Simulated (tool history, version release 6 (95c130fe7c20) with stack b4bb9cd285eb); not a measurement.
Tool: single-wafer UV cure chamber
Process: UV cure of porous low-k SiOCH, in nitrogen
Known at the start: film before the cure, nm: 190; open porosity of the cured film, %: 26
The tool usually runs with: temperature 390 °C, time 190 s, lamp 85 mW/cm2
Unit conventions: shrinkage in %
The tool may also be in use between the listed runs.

run     day  temperature  time  lamp  wafers since the last listed run  hours since the UV bulbs were replaced  wafers since the quartz window was cleaned  shrinkage
  1   0.000          390   190    85                                 0                                  1318.7                                        1638     12.054
  2   0.854          390   190    85                               157                                  1339.2                                        1796     12.369
  3   2.225          390   190    85                               253                                  1372.1                                        2050     11.581
  4   3.154          390   190    85                               171                                  1394.4                                        2221     12.100
  5   3.967          390   190    85                               150                                  1413.9                                        2372     11.868
  6   5.033          400   190    85                               197                                  1439.5                                        2569     11.843
  7   5.958          400   190    85                               171                                  1461.7                                        2740     11.705
      6.821  -- UV bulbs replaced
  8   7.304          400   190    85                               187                                    11.6                                        2927     11.415
      8.271  -- quartz window cleaned
  9   8.429          390   240    85                               146                                    38.6                                          29     13.894
 10   9.462          406   190    85                               191                                    63.4                                         220     13.121
 11  10.133          406   190    85                               124                                    79.5                                         344     13.061
 12  11.329          390   190    69                               221                                   108.2                                         565     11.314
 13  12.029          390   190    85                               129                                   125.0                                         695     12.445
 14  12.550          407   120   110                                96                                   137.5                                         791     12.059
 15  13.317          385   140   115                               141                                   155.9                                         933     12.495
 16  14.179          390   190    85                               159                                   176.6                                        1092     12.645
 17  15.200          406   190    85                               188                                   201.1                                        1281     12.508
 18  17.625          384   155   107                               448                                   259.3                                        1729     12.531
 19  18.612          378   190   117                               182                                   283.0                                        1912     13.204
 20  19.929          390   190    85                               243                                   314.6                                        2155     12.063
 21  21.429          399   100    85                               277                                   350.6                                        2433      9.199
 22  22.296          398   190   110                               160                                   371.4                                        2593     13.286

Hidden state, per run?
lamp output below its setpoint, %: 0 at every run
H1: transmission lost against a clean window, %
run     H1
  1   9.72
  2   10.9
  3     13
  4   14.6
  5   16.1
  6   18.3
  7   20.2
  8   23.3
  9  0.607
 10  0.711
 11  0.864
 12    1.3
 13   1.66
 14   1.97
 15    2.5
 16   3.21
 17   4.18
 18   7.13
 19   8.58
 20   10.7
 21   13.5
 22   15.3
